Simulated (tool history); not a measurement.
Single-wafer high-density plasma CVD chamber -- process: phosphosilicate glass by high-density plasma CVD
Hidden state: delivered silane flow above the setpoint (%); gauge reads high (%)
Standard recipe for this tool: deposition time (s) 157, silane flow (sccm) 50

| run | hour | deposition time (s) | silane flow (sccm) | wafers since the last listed run | hours since the silane flow controller was replaced | hours since the gauge calibration | read-back reference wafer on the same gauge, thickness_nm | mean film thickness on the monitor wafer (angstrom) |
|---|---|---|---|---|---|---|---|---|
| 1 | 0.0 | 157 | 50 | 0 | 1621.9 | 361.7 | 721.299 | 7260.71 |
| 2 | 40.3 | 157 | 50 | 410 | 1662.2 | 402.0 | 720.761 | 7261.97 |
| 3 | 75.8 | 157 | 50 | 361 | 1697.7 | 437.5 | 721.429 | 7251.40 |
| 4 | 111.5 | 157 | 52 | 363 | 1733.4 | 473.2 | 721.031 | 7470.70 |
| 5 | 174.0 | 157 | 50 | 636 | 1795.9 | 535.7 | 720.854 | 7222.16 |
| 6 | 215.8 | 157 | 50 | 425 | 1837.7 | 577.5 | 721.355 | 7232.13 |
|  | 252.3 | gauge calibrated |
| 7 | 268.1 | 157 | 50 | 532 | 1890.0 | 15.8 | 721.157 | 7233.60 |
| 8 | 320.1 | 157 | 50 | 529 | 1942.0 | 67.8 | 721.454 | 7280.88 |
|  | 350.0 | silane flow controller replaced |
| 9 | 350.5 | 187 | 50 | 228 | 0.5 | 98.2 | 721.500 | 9341.31 |
| 10 | 389.6 | 157 | 50 | 398 | 39.6 | 137.3 | 721.072 | 7832.57 |
|  | 434.9 | silane flow controller replaced, repeated, since the last time left the tool worse |
| 11 | 461.4 | 173 | 43 | 649 | 26.5 | 209.1 | 720.874 | 7269.42 |
| 12 | 490.7 | 130 | 44 | 298 | 55.8 | 238.4 | 721.209 | 5577.08 |
| 13 | 545.6 | 157 | 50 | 559 | 110.7 | 293.3 | 720.961 | 7424.68 |
| 14 | 604.9 | 139 | 58 | 604 | 170.0 | 352.6 | 721.255 | 7433.75 |
| 15 | 641.4 | 157 | 50 | 371 | 206.5 | 389.1 | 720.708 | 7394.66 |
| 16 | 705.4 | 143 | 44 | 651 | 270.5 | 453.1 | 721.247 | 6061.07 |

Each row is a separate what-if for the run after 16, all from the same tool condition, not one after another. Results?
| A | 705.8 | 157 | 50 | 4 | 270.9 | 453.5 | ? | ? |
| B | 705.8 | 128 | 58 | 4 | 270.9 | 453.5 | ? | ? |
| C | 705.8 | 141 | 58 | 4 | 270.9 | 453.5 | ? | ? |
| D | 705.8 | 145 | 54 | 4 | 270.9 | 453.5 | ? | ? |
| E | 705.8 | 182 | 53 | 4 | 270.9 | 453.5 | ? | ? |

| run | read-back reference wafer on the same gauge, thickness_nm | mean film thickness on the monitor wafer (angstrom) |
|---|---|---|
| A | 721.052 | 7402.53 |
| B | 721.052 | 6826.97 |
| C | 721.052 | 7520.33 |
| D | 721.052 | 7285.20 |
| E | 721.052 | 9003.46 |
With no hidden state in the tool, these same runs would have given:
| run | mean film thickness on the monitor wafer (angstrom) |
|---|---|
| A | 7487.00 |
| B | 6904.87 |
| C | 7606.15 |
| D | 7368.33 |
| E | 9106.20 |
